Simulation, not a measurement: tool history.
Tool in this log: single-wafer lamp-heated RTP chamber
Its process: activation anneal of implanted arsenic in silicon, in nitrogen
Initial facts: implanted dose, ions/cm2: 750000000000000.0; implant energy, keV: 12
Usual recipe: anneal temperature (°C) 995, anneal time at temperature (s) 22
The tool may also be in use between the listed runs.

| run | hour | anneal temperature (°C) | anneal time at temperature (s) | read-back reference wafer on the same gauge, sheet resistance | sheet resistance of the implanted and annealed layer (ohm/square) |
|---|---|---|---|---|---|
| 1 | 0.0 | 973 | 27 | 157.95 | 176.01 |
| 2 | 42.5 | 973 | 27 | 158.05 | 175.44 |
| 3 | 109.5 | 995 | 22 | 157.95 | 167.89 |
|  | 159.9 | reflector plate cleaned |
|  | 182.6 | pyrometer window cleaned and pyrometer calibrated |
| 4 | 253.1 | 995 | 22 | 157.99 | 170.22 |
| 5 | 305.9 | 1012 | 15 | 157.97 | 168.58 |
|  | 326.1 | gauge calibrated |
| 6 | 341.1 | 995 | 22 | 158.05 | 168.30 |
| 7 | 370.4 | 995 | 22 | 157.93 | 168.60 |
|  | 403.4 | reflector plate cleaned |
| 8 | 413.8 | 981 | 22 | 157.94 | 176.43 |
|  | 467.4 | pyrometer window cleaned and pyrometer calibrated |
| 9 | 467.9 | 981 | 22 | 157.99 | 176.18 |
| 10 | 530.1 | 1013 | 16 | 158.07 | 166.81 |
| 11 | 590.7 | 1015 | 32 | 157.94 | 154.33 |
| 12 | 632.8 | 979 | 31 | 158.06 | 169.95 |
|  | 663.5 | reflector plate cleaned |
| 13 | 663.9 | 1023 | 15 | 158.08 | 165.34 |
| 14 | 709.7 | 976 | 22 | 157.93 | 179.01 |
| 15 | 748.9 | 1011 | 11 | 157.97 | 174.40 |
|  | 763.0 | pyrometer window cleaned and pyrometer calibrated |
| 16 | 787.0 | 995 | 22 | 158.00 | 170.47 |
| 17 | 827.1 | 974 | 33 | 158.00 | 172.46 |

Forecast run 18:
| 18 | 880.5 | 1008 | 22 | ? | ? |

Run 18 produced read-back reference wafer on the same gauge, sheet resistance 157.96, sheet resistance of the implanted and annealed layer (ohm/square) 162.91.
Had the tool carried no hidden state, the very same run would have given sheet resistance of the implanted and annealed layer (ohm/square) 165.98.
